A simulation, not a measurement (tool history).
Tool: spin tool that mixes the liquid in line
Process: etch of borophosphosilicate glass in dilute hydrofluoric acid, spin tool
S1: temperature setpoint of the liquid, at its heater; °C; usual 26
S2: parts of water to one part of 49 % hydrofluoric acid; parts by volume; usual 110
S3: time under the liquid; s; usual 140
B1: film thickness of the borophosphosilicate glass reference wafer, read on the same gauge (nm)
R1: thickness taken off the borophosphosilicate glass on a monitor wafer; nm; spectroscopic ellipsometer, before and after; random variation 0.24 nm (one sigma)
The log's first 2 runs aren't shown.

{"run": 3, "hour": 89.5, "S1": 26, "S2": 110, "S3": 105, "B1": 89.99, "R1": 28.91}
{"run": 4, "hour": 134.4, "S1": 26, "S2": 110, "S3": 140, "B1": 89.99, "R1": 38.68}
{"run": 5, "hour": 203.6, "S1": 26, "S2": 110, "S3": 140, "B1": 89.99, "R1": 38.78}
{"run": 6, "hour": 230.8, "S1": 26, "S2": 110, "S3": 140, "B1": 89.99, "R1": 38.28}
{"run": 7, "hour": 258.1, "S1": 26, "S2": 110, "S3": 185, "B1": 89.99, "R1": 51.99}
{"run": 8, "hour": 314.2, "S1": 26, "S2": 110, "S3": 200, "B1": 90, "R1": 55.99}
{"run": 9, "hour": 429.5, "S1": 26, "S2": 110, "S3": 200, "B1": 89.99, "R1": 55.68}
{"run": 10, "hour": 493.3, "S1": 21.5, "S2": 125, "S3": 140, "B1": 90.01, "R1": 28.49}
{"run": 11, "hour": 535.6, "S1": 29, "S2": 125, "S3": 165, "B1": 90.01, "R1": 44.55}
{"run": 12, "hour": 588.0, "S1": 24.5, "S2": 125, "S3": 140, "B1": 89.99, "R1": 32.18}
{"run": 13, "hour": 643.8, "S1": 26, "S2": 110, "S3": 140, "B1": 89.98, "R1": 39.25}
{"run": 14, "hour": 698.6, "S1": 21.5, "S2": 55, "S3": 65, "B1": 90.02, "R1": 32.88}
{"run": 15, "hour": 723.9, "S1": 26, "S2": 145, "S3": 140, "B1": 90, "R1": 28.66}
{"run": 16, "hour": 750.5, "S1": 26, "S2": 65, "S3": 85, "B1": 90, "R1": 43.08}
{"hour": 761.4, "done": "hydrofluoric acid flow meter replaced"}
{"run": 17, "hour": 791.3, "S1": 28, "S2": 140, "S3": 165, "B1": 90, "R1": 38.13}
{"hour": 817.9, "done": "thermometer replaced"}
{"run": 18, "hour": 832.0, "S1": 22.5, "S2": 110, "S3": 140, "B1": 90.02, "R1": 33.19}
{"hour": 855.7, "done": "gauge calibrated"}
{"run": 19, "hour": 856.8, "S1": 30, "S2": 60, "S3": 220, "B1": 90, "R1": 136.74}
{"run": 20, "hour": 899.0, "S1": 27.5, "S2": 70, "S3": 105, "B1": 89.99, "R1": 50.05}
{"run": 21, "hour": 964.5, "S1": 26, "S2": 110, "S3": 140, "B1": 90.01, "R1": 38.25}
{"run": 22, "hour": 1017.0, "S1": 26, "S2": 110, "S3": 140, "B1": 90, "R1": 38.06}
{"run": 23, "hour": 1059.8, "S1": 28, "S2": 145, "S3": 170, "B1": 90, "R1": 36.36}

Forecast run 24:
{"run": 24, "hour": 1093.5, "S1": 26, "S2": 90, "S3": 140, "B1": "?", "R1": "?"}

{"run 24": {"B1": 90, "R1": 47.89}}
Without the tool's hidden state the same run would have given R1 47.43 nm.

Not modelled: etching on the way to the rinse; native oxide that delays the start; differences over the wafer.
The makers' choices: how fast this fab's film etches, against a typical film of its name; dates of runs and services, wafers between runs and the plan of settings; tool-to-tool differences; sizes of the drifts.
